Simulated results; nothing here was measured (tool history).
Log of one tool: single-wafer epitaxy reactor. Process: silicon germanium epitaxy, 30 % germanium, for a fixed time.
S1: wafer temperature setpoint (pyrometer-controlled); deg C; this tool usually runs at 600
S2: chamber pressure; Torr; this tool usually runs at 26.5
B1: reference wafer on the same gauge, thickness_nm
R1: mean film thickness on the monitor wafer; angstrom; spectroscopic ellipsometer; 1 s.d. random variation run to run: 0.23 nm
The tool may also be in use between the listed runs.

Run 1, day 0.000: usual settings; B1 72.515. Result: R1 639.45 angstrom.
Run 2, day 5.892: usual settings but S1 611 deg C; B1 72.458. Result: R1 765.02 angstrom.
Run 3, day 9.850: usual settings but S1 611 deg C; B1 72.565. Result: R1 770.25 angstrom.
Run 4, day 13.888: usual settings but S1 611 deg C; B1 72.501. Result: R1 765.98 angstrom.
Run 5, day 16.392: usual settings but S2 31.5 Torr; B1 72.425. Result: R1 690.37 angstrom.
At day 18.575: pyrometer calibrated.
Run 6, day 19.321: usual settings but S2 31.5 Torr; B1 72.510. Result: R1 654.98 angstrom.
Run 7, day 21.083: usual settings but S2 31.5 Torr; B1 72.432. Result: R1 660.57 angstrom.
At day 21.833: gauge calibrated.
Run 8, day 24.246: usual settings but S1 594 deg C, S2 32.7 Torr; B1 72.470. Result: R1 610.03 angstrom.
At day 25.304: showerhead replaced.
Run 9, day 37.454: usual settings but S1 606 deg C; B1 72.381. Result: R1 703.84 angstrom.
Run 10, day 42.983: usual settings but S1 593 deg C, S2 29.8 Torr; B1 72.490. Result: R1 597.67 angstrom.

The next listed run, before its measurement:
At day 44.942: capacitance manometer re-zeroed and calibrated.
Run 11, day 47.050: usual settings; B1 ?. Result: R1 ?.

Run 11 yielded B1 72.650, R1 637.61 angstrom.
Without the tool's hidden state the same run would have given R1 612.88 angstrom.
